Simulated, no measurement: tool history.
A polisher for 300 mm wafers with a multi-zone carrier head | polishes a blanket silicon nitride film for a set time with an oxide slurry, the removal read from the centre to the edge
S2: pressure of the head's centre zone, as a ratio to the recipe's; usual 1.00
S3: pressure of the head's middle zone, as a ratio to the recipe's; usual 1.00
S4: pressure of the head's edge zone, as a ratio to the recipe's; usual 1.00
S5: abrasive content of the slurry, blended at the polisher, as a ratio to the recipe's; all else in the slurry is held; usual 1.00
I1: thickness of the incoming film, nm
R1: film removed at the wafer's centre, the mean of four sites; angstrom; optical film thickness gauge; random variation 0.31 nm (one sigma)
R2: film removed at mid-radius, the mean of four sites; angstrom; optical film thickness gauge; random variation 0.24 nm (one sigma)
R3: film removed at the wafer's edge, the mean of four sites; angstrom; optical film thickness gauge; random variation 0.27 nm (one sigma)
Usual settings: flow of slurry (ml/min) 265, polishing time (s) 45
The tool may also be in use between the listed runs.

Run 1, hour 0.0: usual settings; I1 449.9. Result: R1 214 angstrom, R2 230 angstrom, R3 225 angstrom.
Run 2, hour 29.4: usual settings but S2 1.07, polishing time (s) 49; I1 449.5. Result: R1 251 angstrom, R2 258 angstrom, R3 244 angstrom.
Run 3, hour 54.0: usual settings; I1 454.1. Result: R1 208 angstrom, R2 232 angstrom, R3 223 angstrom.
Run 4, hour 104.6: usual settings but flow of slurry (ml/min) 210, S3 0.93; I1 449.6. Result: R1 197 angstrom, R2 213 angstrom, R3 219 angstrom.
At hour 114.2: worn pad replaced by a new one.
At hour 118.5: centre zone pressure recalibrated.
Run 5, hour 158.1: usual settings; I1 457.2. Result: R1 233 angstrom, R2 232 angstrom, R3 224 angstrom.
Run 6, hour 203.2: usual settings but polishing time (s) 57; I1 443.1. Result: R1 289 angstrom, R2 290 angstrom, R3 281 angstrom.
Run 7, hour 234.9: usual settings but S2 1.09, S4 1.07, S5 1.20, polishing time (s) 40; I1 446.4. Result: R1 238 angstrom, R2 225 angstrom, R3 214 angstrom.
At hour 256.4: slurry nozzle cleaned.
Run 8, hour 259.2: usual settings but S3 1.05, S5 0.75; I1 455.1. Result: R1 198 angstrom, R2 214 angstrom, R3 195 angstrom.
Run 9, hour 293.2: usual settings but flow of slurry (ml/min) 310, S2 1.07, S3 1.11; I1 451.5. Result: R1 242 angstrom, R2 254 angstrom, R3 226 angstrom.
At hour 469.0: carrier head's membrane replaced by a new one.
Run 10, hour 480.7: usual settings but flow of slurry (ml/min) 240, S3 0.94, S4 0.90, polishing time (s) 50; I1 457.5. Result: R1 234 angstrom, R2 248 angstrom, R3 233 angstrom.
At hour 495.5: worn pad replaced by a new one.
At hour 496.1: edge zone pressure recalibrated.
At hour 496.3: centre zone pressure recalibrated.
Run 11, hour 527.7: usual settings but flow of slurry (ml/min) 225, S2 1.11, S5 1.15; I1 449.4. Result: R1 263 angstrom, R2 242 angstrom, R3 230 angstrom.
Run 12, hour 566.0: usual settings but S5 1.15; I1 454.5. Result: R1 242 angstrom, R2 243 angstrom, R3 236 angstrom.
Run 13, hour 590.0: usual settings but flow of slurry (ml/min) 295, S2 1.08, S3 1.07, S4 1.06; I1 448.3. Result: R1 248 angstrom, R2 247 angstrom, R3 229 angstrom.
Run 14, hour 621.7: usual settings; I1 449.2. Result: R1 229 angstrom, R2 235 angstrom, R3 225 angstrom.
Run 15, hour 675.1: usual settings but S3 1.09, polishing time (s) 40; I1 456.3. Result: R1 201 angstrom, R2 221 angstrom, R3 201 angstrom.
Run 16, hour 700.0: usual settings but S3 1.09, S4 0.88, polishing time (s) 55; I1 455.8. Result: R1 268 angstrom, R2 297 angstrom, R3 264 angstrom.
Run 17, hour 766.7: usual settings but S2 1.11, S4 0.95; I1 447.4. Result: R1 249 angstrom, R2 233 angstrom, R3 216 angstrom.
Run 18, hour 818.6: usual settings; I1 451.8. Result: R1 214 angstrom, R2 234 angstrom, R3 225 angstrom.
At hour 872.1: worn pad replaced by a new one.
At hour 891.2: centre zone pressure recalibrated.
Run 19, hour 925.0: usual settings but flow of slurry (ml/min) 195, S2 1.11; I1 457.1. Result: R1 240 angstrom, R2 221 angstrom, R3 212 angstrom.
At hour 981.4: slurry nozzle cleaned.
Run 20, hour 994.0: usual settings but S2 0.95, polishing time (s) 51; I1 455.7. Result: R1 244 angstrom, R2 263 angstrom, R3 250 angstrom.

The same runs without the tool's hidden state, with the same run-to-run variation:
The hidden state here: removal rate lost through wear of the pad, %; slurry flow missing at the pad, %; deviation of the centre zone's pressure from its setpoint, %; deviation of the edge zone's pressure from its setpoint, %.
run   R1
  1  228
  2  271
  3  227
  4  222
  5  232
  6  289
  7  239
  8  200
  9  246
 10  254
 11  262
 12  242
 13  248
 14  231
 15  204
 16  274
 17  260
 18  228
 19  242
 20  247
R2: within 1 angstrom of the measured result in every run.
R3: as measured in every run.
